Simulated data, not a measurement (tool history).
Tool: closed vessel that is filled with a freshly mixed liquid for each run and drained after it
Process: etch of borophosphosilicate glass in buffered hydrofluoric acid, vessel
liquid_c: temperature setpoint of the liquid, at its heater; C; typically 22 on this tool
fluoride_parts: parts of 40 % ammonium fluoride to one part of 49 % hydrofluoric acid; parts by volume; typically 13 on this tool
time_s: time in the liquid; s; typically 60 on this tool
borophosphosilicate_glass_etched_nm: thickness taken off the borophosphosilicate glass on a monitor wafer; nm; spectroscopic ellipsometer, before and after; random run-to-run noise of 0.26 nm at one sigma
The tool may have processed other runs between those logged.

run,hour,liquid_c,fluoride_parts,time_s,"read-back film thickness of the borophosphosilicate glass reference wafer, read on the same gauge (nm)",borophosphosilicate_glass_etched_nm
1,0,24.5,13,60,79.93,94.89
2,59.5,22,13,85,80.02,116.62
3,156.4,22,13,60,80.01,82.03
4,291.4,22,13,60,79.98,81.35
# hour 362.9: hydrofluoric acid flow meter replaced
5,389.5,22,13,60,80,82.93
6,479.2,22,16.5,60,80.03,65.3
7,526.5,22,16.5,60,80.05,65.37
8,669.5,22,13,60,80.02,82.25
9,705.6,20,10.5,35,80.05,52.67
10,759.2,17,13,60,79.99,62.32
11,824.6,22,13,75,79.98,102.49
12,870.4,22,9,85,80.04,160.89
13,976.2,22,13,60,80.02,81.43
14,1058.2,22,9,40,79.98,75.23
15,1146.3,22,13,60,80.06,81.38
# hour 1164.2: thermometer replaced
16,1238.6,17,8.5,70,80.06,107.9
17,1343.1,22,13,60,79.99,82.57

Run 18 is up next; what results do you expect?
18,1386.1,25,13,95,?,?

read-back film thickness of the borophosphosilicate glass reference wafer, read on the same gauge (nm): 80.01
borophosphosilicate_glass_etched_nm: 153.89 nm
On a tool with no hidden condition, and with the same random variation, this run would have come out at borophosphosilicate_glass_etched_nm 157.05 nm.
